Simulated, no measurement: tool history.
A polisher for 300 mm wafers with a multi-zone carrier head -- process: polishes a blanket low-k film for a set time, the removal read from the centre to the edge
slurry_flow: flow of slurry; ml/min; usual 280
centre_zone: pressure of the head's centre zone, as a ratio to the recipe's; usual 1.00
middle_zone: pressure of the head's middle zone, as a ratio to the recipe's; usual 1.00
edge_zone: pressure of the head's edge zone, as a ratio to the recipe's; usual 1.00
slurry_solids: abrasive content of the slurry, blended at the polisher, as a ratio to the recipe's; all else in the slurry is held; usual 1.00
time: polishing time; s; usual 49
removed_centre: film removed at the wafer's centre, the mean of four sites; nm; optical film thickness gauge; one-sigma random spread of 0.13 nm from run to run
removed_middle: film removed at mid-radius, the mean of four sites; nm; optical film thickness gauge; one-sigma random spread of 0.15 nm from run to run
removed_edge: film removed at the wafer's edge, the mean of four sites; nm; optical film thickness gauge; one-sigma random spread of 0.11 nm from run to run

run,hour,slurry_flow,centre_zone,middle_zone,edge_zone,slurry_solids,time,wafers since the last listed run,wafers polished on this pad,hours since the slurry nozzle was cleaned,hours since the centre zone pressure was calibrated,hours since the edge zone pressure was calibrated,hours since the carrier head's membrane was replaced,"incoming thickness of the incoming film, nm",removed_centre,removed_middle,removed_edge
1,0.0,280,1.00,1.00,1.00,1.00,49,0,644,458.4,856.5,395.5,1036.6,460.1,12.4,13.0,12.9
2,24.6,280,1.00,1.00,1.00,1.00,49,249,893,483.0,881.1,420.1,1061.2,458.1,12.6,13.3,13.0
3,47.2,280,1.00,1.00,1.00,1.00,49,229,1122,505.6,903.7,442.7,1083.8,450.8,12.5,13.5,13.0
4,65.5,280,1.00,1.00,1.00,1.00,49,185,1307,523.9,922.0,461.0,1102.1,455.7,12.7,13.1,12.9
5,84.9,280,1.00,0.92,1.09,1.15,49,196,1504,543.3,941.4,480.4,1121.5,461.6,13.0,12.8,14.1
# hour 94.3: worn pad replaced by a new one
6,108.1,280,1.00,1.00,1.00,1.00,49,194,140,566.5,964.6,503.6,1144.7,459.0,12.5,13.2,12.8
7,123.5,280,1.00,1.00,1.00,1.00,49,156,296,581.9,980.0,519.0,1160.1,452.5,12.6,13.3,12.9
# hour 127.5: edge zone pressure recalibrated
# hour 135.5: slurry nozzle cleaned
# hour 142.7: centre zone pressure recalibrated
8,146.9,225,1.05,1.00,1.00,1.00,49,186,482,11.4,4.2,19.4,1183.5,452.8,13.5,12.9,12.7
9,172.8,335,0.94,1.00,0.96,1.00,49,262,745,37.3,30.1,45.3,1209.4,454.3,12.6,13.4,12.7
10,196.9,280,1.00,1.00,1.00,1.00,49,244,989,61.4,54.2,69.4,1233.5,464.1,13.0,13.2,13.0
# hour 218.9: carrier head's membrane replaced by a new one
11,229.9,280,1.00,0.97,0.93,0.80,37,283,1273,94.4,87.2,102.4,11.0,455.2,9.1,8.8,8.8
12,242.0,280,0.88,1.00,1.00,1.00,49,122,1395,106.5,99.3,114.5,23.1,452.2,11.4,13.5,13.0
13,259.7,320,1.00,1.09,1.00,1.00,49,179,1575,124.2,117.0,132.2,40.8,457.2,13.0,14.4,13.1
# hour 269.3: worn pad replaced by a new one
14,279.4,280,1.00,1.00,1.00,1.00,49,159,102,143.9,136.7,151.9,60.5,467.0,13.0,13.3,12.7
15,304.9,280,1.00,1.00,1.00,1.00,49,258,361,169.4,162.2,177.4,86.0,457.5,12.7,13.0,12.8
16,328.0,250,0.93,1.00,1.00,1.00,60,234,595,192.5,185.3,200.5,109.1,454.3,14.4,15.8,15.6
17,344.1,245,1.00,1.00,0.96,0.75,40,163,758,208.6,201.4,216.6,125.2,452.8,9.4,9.6,9.2
18,359.8,280,1.00,1.00,1.00,1.00,42,159,917,224.3,217.1,232.3,140.9,452.7,11.1,11.3,11.2
19,380.3,280,1.08,1.00,1.11,0.80,62,207,1125,244.8,237.6,252.8,161.4,459.5,16.2,15.3,15.9
20,400.5,190,0.94,1.08,1.00,1.00,62,204,1330,265.0,257.8,273.0,181.6,467.3,14.7,17.5,16.1
# hour 432.4: worn pad replaced by a new one
21,442.2,280,1.00,1.00,1.00,1.00,49,382,99,306.7,299.5,314.7,223.3,461.7,13.0,13.3,13.0
22,476.2,330,1.00,1.04,1.00,0.80,49,344,443,340.7,333.5,348.7,257.3,457.5,11.8,12.8,12.1

Consider 4 possible next runs. They are alternatives, not a sequence: every one starts from the tool as it was left by run 22. What does each give?
A,476.6,280,1.00,1.00,1.00,1.00,49,4,447,341.1,333.9,349.1,257.7,453.9,?,?,?
B,476.6,280,1.00,1.10,1.00,1.00,49,4,447,341.1,333.9,349.1,257.7,453.9,?,?,?
C,476.6,280,1.00,0.96,0.91,0.85,49,4,447,341.1,333.9,349.1,257.7,453.9,?,?,?
D,476.6,280,1.00,1.00,1.06,1.00,49,4,447,341.1,333.9,349.1,257.7,453.9,?,?,?

run,removed_centre,removed_middle,removed_edge
A,12.7,13.1,13.0
B,12.7,14.2,12.9
C,12.0,12.0,11.7
D,12.7,13.1,13.3
What these runs would have given with no unlogged condition in the tool:
run,removed_centre,removed_middle,removed_edge
A,13.1,13.1,13.0
B,13.1,14.2,12.9
C,12.4,12.0,11.7
D,13.1,13.1,13.3
